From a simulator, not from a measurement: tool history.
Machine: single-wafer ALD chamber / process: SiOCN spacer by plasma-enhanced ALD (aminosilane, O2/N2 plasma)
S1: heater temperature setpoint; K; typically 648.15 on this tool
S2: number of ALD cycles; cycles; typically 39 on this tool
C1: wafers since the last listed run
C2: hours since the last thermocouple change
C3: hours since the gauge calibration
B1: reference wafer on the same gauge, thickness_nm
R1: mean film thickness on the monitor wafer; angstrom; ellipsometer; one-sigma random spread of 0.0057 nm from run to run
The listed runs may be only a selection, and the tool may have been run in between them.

Run 1, hour 0: usual settings but S2 37 cycles; C1 0; C2 564.9; C3 61.3; B1 2.488. Result: R1 21.83 angstrom.
Run 2, hour 53: usual settings but S2 37 cycles; C1 323; C2 617.9; C3 114.3; B1 2.49. Result: R1 21.77 angstrom.
Run 3, hour 107.5: usual settings but S2 37 cycles; C1 332; C2 672.4; C3 168.8; B1 2.491. Result: R1 21.77 angstrom.
Run 4, hour 143.8: usual settings; C1 221; C2 708.7; C3 205.1; B1 2.488. Result: R1 22.84 angstrom.
Run 5, hour 186.1: usual settings; C1 258; C2 751; C3 247.4; B1 2.492. Result: R1 22.98 angstrom.
Run 6, hour 221.9: usual settings; C1 218; C2 786.8; C3 283.2; B1 2.49. Result: R1 22.9 angstrom.
Run 7, hour 287.5: usual settings but S1 642.15 K; C1 400; C2 852.4; C3 348.8; B1 2.49. Result: R1 22.82 angstrom.
Run 8, hour 340.9: usual settings but S1 642.15 K; C1 325; C2 905.8; C3 402.2; B1 2.492. Result: R1 23.05 angstrom.
Run 9, hour 411.4: usual settings but S1 642.15 K; C1 430; C2 976.3; C3 472.7; B1 2.49. Result: R1 22.86 angstrom.
Run 10, hour 458.7: usual settings; C1 288; C2 1023.6; C3 520; B1 2.489. Result: R1 22.87 angstrom.

The next listed run, before its measurement:
Run 11, hour 515.9: usual settings but S1 640.15 K, S2 35 cycles; C1 348; C2 1080.8; C3 577.2; B1 ?. Result: R1 ?.

{"run 11": {"B1": 2.49, "R1": 20.63}}
With no hidden state in the tool, this same run would have given R1 20.63 angstrom.

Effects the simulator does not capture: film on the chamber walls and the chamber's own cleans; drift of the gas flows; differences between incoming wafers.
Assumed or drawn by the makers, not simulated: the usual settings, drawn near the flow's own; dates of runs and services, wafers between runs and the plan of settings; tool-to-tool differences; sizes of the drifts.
